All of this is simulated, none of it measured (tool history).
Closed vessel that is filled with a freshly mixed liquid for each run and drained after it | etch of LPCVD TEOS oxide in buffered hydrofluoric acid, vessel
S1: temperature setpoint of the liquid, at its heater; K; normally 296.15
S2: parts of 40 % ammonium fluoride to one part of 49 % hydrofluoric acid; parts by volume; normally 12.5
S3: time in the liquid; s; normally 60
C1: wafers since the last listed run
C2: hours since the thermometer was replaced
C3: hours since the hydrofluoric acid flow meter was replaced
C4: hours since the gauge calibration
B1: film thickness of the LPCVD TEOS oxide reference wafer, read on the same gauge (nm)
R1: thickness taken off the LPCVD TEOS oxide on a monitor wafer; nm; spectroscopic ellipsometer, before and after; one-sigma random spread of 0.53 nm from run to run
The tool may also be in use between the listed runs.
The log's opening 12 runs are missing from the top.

Run 13, day 6.700: usual settings but S1 292.15 K, S2 15.0 parts by volume, S3 50 s; C1 1133; C2 161.3; C3 2231.0; C4 439.1; B1 29.97. Result: R1 58.05 nm.
Run 14, day 7.038: usual settings; C1 1162; C2 169.4; C3 2239.1; C4 447.2; B1 30.02. Result: R1 104.30 nm.
At day 7.142: hydrofluoric acid flow meter replaced.
Run 15, day 7.633: usual settings but S2 17.0 parts by volume; C1 1908; C2 183.7; C3 11.8; C4 461.5; B1 30.00. Result: R1 68.32 nm.
Run 16, day 8.217: usual settings but S1 300.15 K, S2 17.0 parts by volume, S3 80 s; C1 2009; C2 197.7; C3 25.8; C4 475.5; B1 30.00. Result: R1 114.01 nm.
Run 17, day 8.471: usual settings but S1 300.15 K, S2 15.5 parts by volume, S3 90 s; C1 875; C2 203.8; C3 31.9; C4 481.6; B1 29.99. Result: R1 139.62 nm.
Run 18, day 9.062: usual settings but S1 297.65 K, S2 7.5 parts by volume, S3 95 s; C1 2037; C2 218.0; C3 46.1; C4 495.8; B1 30.03. Result: R1 257.38 nm.
Run 19, day 9.404: usual settings but S1 294.65 K, S2 9.5 parts by volume, S3 30 s; C1 1176; C2 226.2; C3 54.3; C4 504.0; B1 30.02. Result: R1 54.38 nm.
At day 9.408: gauge calibrated.
Run 20, day 9.833: usual settings but S1 298.65 K, S2 10.5 parts by volume, S3 70 s; C1 1478; C2 236.5; C3 64.6; C4 10.2; B1 29.98. Result: R1 145.82 nm.
Run 21, day 10.529: usual settings; C1 2396; C2 253.2; C3 81.3; C4 26.9; B1 30.00. Result: R1 93.59 nm.
Run 22, day 10.992: usual settings; C1 1592; C2 264.3; C3 92.4; C4 38.0; B1 30.01. Result: R1 93.30 nm.
Run 23, day 11.246: usual settings but S2 10.0 parts by volume; C1 875; C2 270.4; C3 98.5; C4 44.1; B1 30.00. Result: R1 116.42 nm.
Run 24, day 11.712: usual settings but S1 297.65 K, S3 40 s; C1 1607; C2 281.6; C3 109.7; C4 55.3; B1 30.00. Result: R1 66.96 nm.
Run 25, day 12.392: usual settings but S2 10.0 parts by volume, S3 90 s; C1 2339; C2 297.9; C3 126.0; C4 71.6; B1 30.00. Result: R1 172.23 nm.
Run 26, day 12.812: usual settings but S1 292.15 K, S2 16.5 parts by volume, S3 90 s; C1 1449; C2 308.0; C3 136.1; C4 81.7; B1 30.01. Result: R1 84.67 nm.
Run 27, day 13.312: usual settings; C1 1722; C2 320.0; C3 148.1; C4 93.7; B1 30.00. Result: R1 93.12 nm.
Run 28, day 13.771: usual settings but S3 75 s; C1 1578; C2 331.0; C3 159.1; C4 104.7; B1 30.01. Result: R1 117.18 nm.
Run 29, day 14.321: usual settings; C1 1894; C2 344.2; C3 172.3; C4 117.9; B1 30.01. Result: R1 93.71 nm.
Run 30, day 14.829: usual settings but S1 301.15 K, S2 14.5 parts by volume, S3 90 s; C1 1750; C2 356.4; C3 184.5; C4 130.1; B1 29.98. Result: R1 158.91 nm.
Run 31, day 15.092: usual settings but S1 293.15 K, S2 15.0 parts by volume, S3 45 s; C1 904; C2 362.7; C3 190.8; C4 136.4; B1 30.00. Result: R1 49.60 nm.
Run 32, day 15.579: usual settings; C1 1679; C2 374.4; C3 202.5; C4 148.1; B1 30.04. Result: R1 93.07 nm.

Branching from run 32: 5 alternative next runs. What would each branch give?
Run A, day 15.608: usual settings but S3 85 s; C1 100; C2 375.1; C3 203.2; C4 148.8; B1 ?. Result: R1 ?.
Run B, day 15.608: usual settings but S1 292.15 K, S3 85 s; C1 100; C2 375.1; C3 203.2; C4 148.8; B1 ?. Result: R1 ?.
Run C, day 15.608: usual settings but S1 297.65 K, S2 11.0 parts by volume, S3 70 s; C1 100; C2 375.1; C3 203.2; C4 148.8; B1 ?. Result: R1 ?.
Run D, day 15.608: usual settings but S1 291.65 K, S2 7.5 parts by volume, S3 45 s; C1 100; C2 375.1; C3 203.2; C4 148.8; B1 ?. Result: R1 ?.
Run E, day 15.608: usual settings but S1 292.65 K, S2 9.0 parts by volume; C1 100; C2 375.1; C3 203.2; C4 148.8; B1 ?. Result: R1 ?.

run     B1      R1
  A  30.00  132.59
  B  30.00  106.13
  C  30.00  134.27
  D  30.00   88.59
  E  30.00  102.56
Without the tool's hidden state the same runs would have given:
run      R1
  A  130.61
  B  104.54
  C  132.27
  D   87.12
  E  100.85

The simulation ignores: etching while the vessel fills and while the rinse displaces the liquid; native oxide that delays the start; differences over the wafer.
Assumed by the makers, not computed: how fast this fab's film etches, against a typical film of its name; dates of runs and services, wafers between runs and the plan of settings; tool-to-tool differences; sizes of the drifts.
